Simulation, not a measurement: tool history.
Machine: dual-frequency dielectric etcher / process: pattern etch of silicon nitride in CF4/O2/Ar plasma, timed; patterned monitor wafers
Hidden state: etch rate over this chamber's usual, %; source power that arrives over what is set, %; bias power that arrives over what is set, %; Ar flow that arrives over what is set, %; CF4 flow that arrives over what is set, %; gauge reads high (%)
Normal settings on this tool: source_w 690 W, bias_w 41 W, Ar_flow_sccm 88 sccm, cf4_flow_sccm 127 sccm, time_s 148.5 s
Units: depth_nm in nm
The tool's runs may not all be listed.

run	hour	source_w	bias_w	Ar_flow_sccm	cf4_flow_sccm	time_s	wafers since the last listed run	hours since the last wet clean	hours since the last source power generator calibration	hours since the last bias power generator calibration	hours since the last Ar flow controller change	hours since the last CF4 flow controller change	hours since the last upper electrode change	hours since the gauge calibration	read-back reference wafer on the same gauge, depth_nm	depth_nm
1	0	690	48	88	111	148.5	0	276.1	1619.9	2125	3273.9	399.1	649.7	670.3	292.8	398.5
# hour 40.4: Ar flow controller replaced
2	52.1	690	33	88	153	148.5	225	328.2	1672	2177.1	11.7	451.2	701.8	722.4	292.8	387.4
3	112.8	620	44	71	127	190.5	296	388.9	1732.7	2237.8	72.4	511.9	762.5	783.1	292.7	432.3
4	157.4	690	41	99	127	131.5	218	433.5	1777.3	2282.4	117	556.5	807.1	827.7	292.8	351.7
5	242.6	690	47	88	127	119	416	518.7	1862.5	2367.6	202.2	641.7	892.3	912.9	293.2	328.2
6	302.6	690	41	78	144	148.5	293	578.7	1922.5	2427.6	262.2	701.7	952.3	972.9	292.9	419.6
# hour 380.7: wet clean of the chamber
7	381.2	600	41	88	127	148.5	267	0.5	2001.1	2506.2	340.8	780.3	1030.9	1051.5	293	312.8
8	453.6	640	31	80	127	148.5	354	72.9	2073.5	2578.6	413.2	852.7	1103.3	1123.9	293.2	339.4
# hour 480.2: source power generator calibrated
9	530.8	690	41	88	139	148.5	358	150.1	50.6	2655.8	490.4	929.9	1180.5	1201.1	292.9	366.4
10	579.1	690	41	88	127	148.5	236	198.4	98.9	2704.1	538.7	978.2	1228.8	1249.4	292.8	365.7
# hour 624.7: bias power generator calibrated
11	638.4	690	41	88	127	148.5	270	257.7	158.2	13.7	598	1037.5	1288.1	1308.7	292.9	361.3

Run 12 comes next. What will it give?
12	745.8	690	36	98	96	163.5	525	365.1	265.6	121.1	705.4	1144.9	1395.5	1416.1	?	?

Run 12 yielded read-back reference wafer on the same gauge, depth_nm 292.6, depth_nm 366.8 nm.
On a tool with no hidden condition, and with the same random variation, this run would have come out at depth_nm 363.6 nm.
